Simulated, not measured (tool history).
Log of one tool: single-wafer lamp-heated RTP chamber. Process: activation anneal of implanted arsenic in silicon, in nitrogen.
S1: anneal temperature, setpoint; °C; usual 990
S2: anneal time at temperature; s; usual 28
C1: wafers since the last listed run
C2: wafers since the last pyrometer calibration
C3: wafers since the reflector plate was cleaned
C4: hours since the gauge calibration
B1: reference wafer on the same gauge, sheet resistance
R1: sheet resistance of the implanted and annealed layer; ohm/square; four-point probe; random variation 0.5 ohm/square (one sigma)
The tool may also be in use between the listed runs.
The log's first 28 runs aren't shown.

run,hour,S1,S2,C1,C2,C3,C4,B1,R1
29,352.3,1020,41,111,4436,3114,266.3,169.84,117.38
30,397.1,961,22,757,5194,3872,311.1,169.98,177.72
31,410.4,990,28,225,5419,4097,324.4,169.93,144.23
32,422.9,1000,35,211,5631,4308,336.9,170.15,130.95
33,440.1,1011,18,291,5922,4599,354.1,169.92,140.48
34,456.2,990,37,272,6194,4872,370.2,169.9,136.22
35,466.3,998,40,170,6365,5042,380.3,169.99,128.85
36,473.3,976,15,118,6484,5161,387.3,169.82,174.4

Forecast each of these 5 alternatives for the next run:
A,473.7,1003,28,6,6490,5168,387.7,?,?
B,473.7,990,44,6,6490,5168,387.7,?,?
C,473.7,972,28,6,6490,5168,387.7,?,?
D,473.7,1002,28,6,6490,5168,387.7,?,?
E,473.7,1004,15,6,6490,5168,387.7,?,?

run,B1,R1
A,170.12,133.12
B,170.12,131.03
C,170.12,158.82
D,170.12,133.8
E,170.12,149.6
Without the tool's hidden state the same runs would have given:
run,R1
A,144.13
B,142.49
C,171.89
D,144.98
E,161.29

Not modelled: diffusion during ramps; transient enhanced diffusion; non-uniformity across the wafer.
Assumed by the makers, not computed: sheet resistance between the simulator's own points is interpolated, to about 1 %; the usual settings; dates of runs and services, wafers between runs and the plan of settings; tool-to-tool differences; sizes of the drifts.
